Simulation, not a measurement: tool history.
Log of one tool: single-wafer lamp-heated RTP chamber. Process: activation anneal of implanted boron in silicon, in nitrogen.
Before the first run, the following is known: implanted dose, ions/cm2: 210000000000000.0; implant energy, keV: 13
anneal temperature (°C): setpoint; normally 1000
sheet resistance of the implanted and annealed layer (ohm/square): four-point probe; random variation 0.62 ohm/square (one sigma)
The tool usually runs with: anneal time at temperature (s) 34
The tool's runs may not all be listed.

| run | hour | anneal temperature (°C) | anneal time at temperature (s) | read-back reference wafer on the same gauge, sheet resistance | sheet resistance of the implanted and annealed layer (ohm/square) |
|---|---|---|---|---|---|
| 1 | 0.0 | 1000 | 34 | 413.87 | 412.34 |
| 2 | 40.6 | 977 | 34 | 414.15 | 417.29 |
| 3 | 56.4 | 977 | 34 | 413.96 | 416.39 |
| 4 | 74.3 | 1000 | 34 | 413.78 | 410.41 |
| 5 | 85.3 | 991 | 34 | 414.02 | 412.82 |
| 6 | 91.6 | 991 | 34 | 413.97 | 412.25 |
| 7 | 99.7 | 1000 | 25 | 414.11 | 411.10 |
| 8 | 112.6 | 1000 | 25 | 413.63 | 411.81 |
| 9 | 146.6 | 1015 | 48 | 414.28 | 407.53 |
| 10 | 159.3 | 987 | 45 | 414.01 | 411.85 |
| 11 | 176.0 | 987 | 45 | 414.45 | 412.11 |
| 12 | 190.7 | 1000 | 23 | 414.09 | 412.49 |
|  | 209.4 | reflector plate cleaned |
| 13 | 209.9 | 1000 | 23 | 413.87 | 411.65 |
|  | 222.5 | pyrometer window cleaned and pyrometer calibrated |
| 14 | 223.0 | 1000 | 34 | 414.06 | 412.67 |
| 15 | 229.3 | 1000 | 34 | 414.03 | 413.60 |
| 16 | 246.9 | 1000 | 34 | 414.12 | 413.47 |
| 17 | 259.2 | 1020 | 34 | 414.13 | 410.03 |
| 18 | 274.2 | 1028 | 34 | 414.10 | 409.57 |
| 19 | 284.8 | 1000 | 34 | 414.15 | 412.54 |
| 20 | 292.1 | 975 | 34 | 413.83 | 419.55 |
|  | 296.1 | gauge calibrated |
| 21 | 299.7 | 1011 | 34 | 413.71 | 411.00 |
| 22 | 345.0 | 1028 | 42 | 413.83 | 407.62 |
| 23 | 357.1 | 1000 | 45 | 414.05 | 410.57 |
| 24 | 364.3 | 973 | 29 | 413.97 | 420.44 |
| 25 | 379.5 | 1023 | 18 | 413.82 | 410.52 |
| 26 | 396.1 | 975 | 26 | 413.86 | 419.76 |
| 27 | 404.1 | 992 | 45 | 413.97 | 411.91 |
| 28 | 420.9 | 1024 | 49 | 413.89 | 406.91 |
| 29 | 428.3 | 1000 | 34 | 413.93 | 411.15 |
| 30 | 436.7 | 977 | 17 | 413.86 | 420.46 |
| 31 | 451.0 | 1008 | 44 | 413.79 | 408.84 |

Below are 3 alternative next runs, each starting from the tool's condition after run 31. Predict each:
| A | 451.4 | 1000 | 34 | ? | ? |
| B | 451.4 | 1015 | 40 | ? | ? |
| C | 451.4 | 981 | 21 | ? | ? |

| run | read-back reference wafer on the same gauge, sheet resistance | sheet resistance of the implanted and annealed layer (ohm/square) |
|---|---|---|
| A | 413.70 | 410.81 |
| B | 413.70 | 408.63 |
| C | 413.70 | 417.24 |
The same runs, with their run-to-run variation unchanged, on a tool lacking any hidden condition would have given:
| run | sheet resistance of the implanted and annealed layer (ohm/square) |
|---|---|
| A | 412.88 |
| B | 409.80 |
| C | 423.33 |
